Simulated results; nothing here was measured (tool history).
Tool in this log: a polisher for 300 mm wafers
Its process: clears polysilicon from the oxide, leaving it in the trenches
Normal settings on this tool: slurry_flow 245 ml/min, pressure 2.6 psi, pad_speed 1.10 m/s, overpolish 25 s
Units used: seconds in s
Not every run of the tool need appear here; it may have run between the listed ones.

run,hour,slurry_flow,pressure,pad_speed,overpolish,wafers since the last listed run,wafers polished on this pad,hours since the slurry nozzle was cleaned,hours since the head pressure was calibrated,"incoming thickness of the incoming film, nm",seconds
1,0.0,245,2.6,1.10,25,0,66,443.4,965.1,754.2,60.4
2,12.0,280,2.6,1.10,25,97,163,455.4,977.1,743.8,63.0
3,28.5,280,2.6,1.10,25,134,298,471.9,993.6,752.0,65.1
4,39.1,245,2.6,1.10,25,86,384,482.5,1004.2,753.5,66.0
5,55.4,245,2.6,1.10,25,132,516,498.8,1020.5,737.0,68.4
6,72.2,245,2.6,1.10,25,136,653,515.6,1037.3,736.7,67.9
7,78.4,285,2.9,1.10,25,50,704,521.8,1043.5,741.0,63.5
8,86.4,195,2.6,1.26,25,65,769,529.8,1051.5,732.5,60.8
# hour 88.7: slurry nozzle cleaned
9,93.5,315,2.6,0.96,25,49,819,4.8,1058.6,744.2,75.9
# hour 105.2: head pressure recalibrated
10,105.7,245,2.6,1.26,25,83,902,17.0,0.5,735.8,60.0
11,115.8,245,2.6,1.10,25,82,984,27.1,10.6,745.8,70.8
12,131.6,245,2.6,0.92,30,128,1112,42.9,26.4,736.6,80.9
# hour 138.4: worn pad replaced by a new one
13,149.3,175,2.6,0.98,25,111,88,60.6,44.1,743.0,73.2
14,163.7,245,2.6,0.90,25,117,205,75.0,58.5,736.0,75.6
15,170.7,315,2.6,0.96,25,56,262,82.0,65.5,738.5,72.7
16,179.1,245,2.6,1.10,25,68,331,90.4,73.9,751.6,66.9
17,189.4,245,2.6,1.22,25,83,414,100.7,84.2,730.2,61.4

Each row is a separate what-if for the run after 17, all from the same tool condition, not one after another. Results?
A,189.8,245,2.6,1.10,16,3,418,101.1,84.6,745.2,?
B,189.8,245,2.6,0.78,33,3,418,101.1,84.6,745.2,?
C,189.8,245,2.6,1.10,32,3,418,101.1,84.6,745.2,?

run,seconds
A,66.2
B,88.1
C,66.2
Take away the tool's hidden state, keep each run's random variation, and the runs would have read:
run,seconds
A,60.1
B,80.0
C,60.1

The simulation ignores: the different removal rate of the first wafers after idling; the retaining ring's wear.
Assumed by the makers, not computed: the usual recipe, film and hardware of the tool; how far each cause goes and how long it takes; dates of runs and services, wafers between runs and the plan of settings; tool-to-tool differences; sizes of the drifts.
